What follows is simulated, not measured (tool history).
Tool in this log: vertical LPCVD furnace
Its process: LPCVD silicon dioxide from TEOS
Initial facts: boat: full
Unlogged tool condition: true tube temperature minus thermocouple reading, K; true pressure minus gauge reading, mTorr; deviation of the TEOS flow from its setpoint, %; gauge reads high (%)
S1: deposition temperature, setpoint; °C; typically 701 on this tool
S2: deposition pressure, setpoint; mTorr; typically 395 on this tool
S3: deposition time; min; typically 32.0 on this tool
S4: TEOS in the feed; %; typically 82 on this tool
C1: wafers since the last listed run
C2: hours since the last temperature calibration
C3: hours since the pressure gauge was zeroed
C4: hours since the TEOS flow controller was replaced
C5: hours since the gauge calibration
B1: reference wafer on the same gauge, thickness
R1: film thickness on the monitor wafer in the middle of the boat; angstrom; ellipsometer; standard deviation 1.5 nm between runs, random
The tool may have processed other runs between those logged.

Run 1, hour 0.0: usual settings; C1 0; C2 1216.8; C3 1055.9; C4 5897.6; C5 227.7; B1 272.69. Result: R1 2918.4 angstrom.
Run 2, hour 56.3: usual settings; C1 1328; C2 1273.1; C3 1112.2; C4 5953.9; C5 284.0; B1 272.94. Result: R1 2894.5 angstrom.
Run 3, hour 110.5: usual settings; C1 1278; C2 1327.3; C3 1166.4; C4 6008.1; C5 338.2; B1 272.85. Result: R1 2909.2 angstrom.
Run 4, hour 140.9: usual settings but S2 415 mTorr; C1 717; C2 1357.7; C3 1196.8; C4 6038.5; C5 368.6; B1 273.28. Result: R1 3017.4 angstrom.
Run 5, hour 171.8: usual settings but S3 40.5 min; C1 729; C2 1388.6; C3 1227.7; C4 6069.4; C5 399.5; B1 272.87. Result: R1 3704.9 angstrom.
Run 6, hour 208.5: usual settings but S3 40.5 min; C1 865; C2 1425.3; C3 1264.4; C4 6106.1; C5 436.2; B1 273.32. Result: R1 3703.6 angstrom.
Run 7, hour 247.3: usual settings but S3 40.5 min; C1 915; C2 1464.1; C3 1303.2; C4 6144.9; C5 475.0; B1 273.11. Result: R1 3707.3 angstrom.
Run 8, hour 281.5: usual settings but S3 41.0 min; C1 806; C2 1498.3; C3 1337.4; C4 6179.1; C5 509.2; B1 273.24. Result: R1 3769.5 angstrom.
Run 9, hour 327.7: usual settings but S3 41.0 min; C1 1089; C2 1544.5; C3 1383.6; C4 6225.3; C5 555.4; B1 273.05. Result: R1 3754.4 angstrom.
At hour 333.4: gauge calibrated.
Run 10, hour 383.6: usual settings; C1 1318; C2 1600.4; C3 1439.5; C4 6281.2; C5 50.2; B1 272.82. Result: R1 2938.7 angstrom.
Run 11, hour 417.6: usual settings; C1 802; C2 1634.4; C3 1473.5; C4 6315.2; C5 84.2; B1 272.79. Result: R1 2935.8 angstrom.
At hour 460.9: TEOS flow controller replaced.
Run 12, hour 478.0: usual settings; C1 858; C2 1694.8; C3 1533.9; C4 17.1; C5 144.6; B1 272.95. Result: R1 2953.9 angstrom.
Run 13, hour 530.3: usual settings but S3 40.5 min; C1 1233; C2 1747.1; C3 1586.2; C4 69.4; C5 196.9; B1 272.80. Result: R1 3757.4 angstrom.
Run 14, hour 585.9: usual settings but S2 315 mTorr, S4 87 %; C1 1311; C2 1802.7; C3 1641.8; C4 125.0; C5 252.5; B1 273.21. Result: R1 2714.0 angstrom.
At hour 633.5: thermocouples replaced and temperature profile calibrated.
Run 15, hour 634.0: usual settings; C1 568; C2 0.5; C3 1689.9; C4 173.1; C5 300.6; B1 272.85. Result: R1 2878.3 angstrom.
Run 16, hour 660.1: usual settings; C1 615; C2 26.6; C3 1716.0; C4 199.2; C5 326.7; B1 273.42. Result: R1 2859.9 angstrom.
Run 17, hour 716.2: usual settings but S1 697 °C, S3 38.5 min; C1 1323; C2 82.7; C3 1772.1; C4 255.3; C5 382.8; B1 273.17. Result: R1 3123.4 angstrom.
At hour 783.9: pressure gauge zeroed.
Run 18, hour 784.4: usual settings but S1 689 °C, S4 73 %; C1 1042; C2 150.9; C3 0.5; C4 323.5; C5 451.0; B1 273.12. Result: R1 2043.6 angstrom.

Forecast run 19:
Run 19, hour 802.1: usual settings but S1 697 °C, S2 310 mTorr, S3 39.5 min, S4 76 %; C1 417; C2 168.6; C3 18.2; C4 341.2; C5 468.7; B1 ?. Result: R1 ?.

B1: 273.33
R1: 2739.7 angstrom
Were there no unlogged condition in the tool, this run, its random variation unchanged, would have produced R1 2719.6 angstrom.
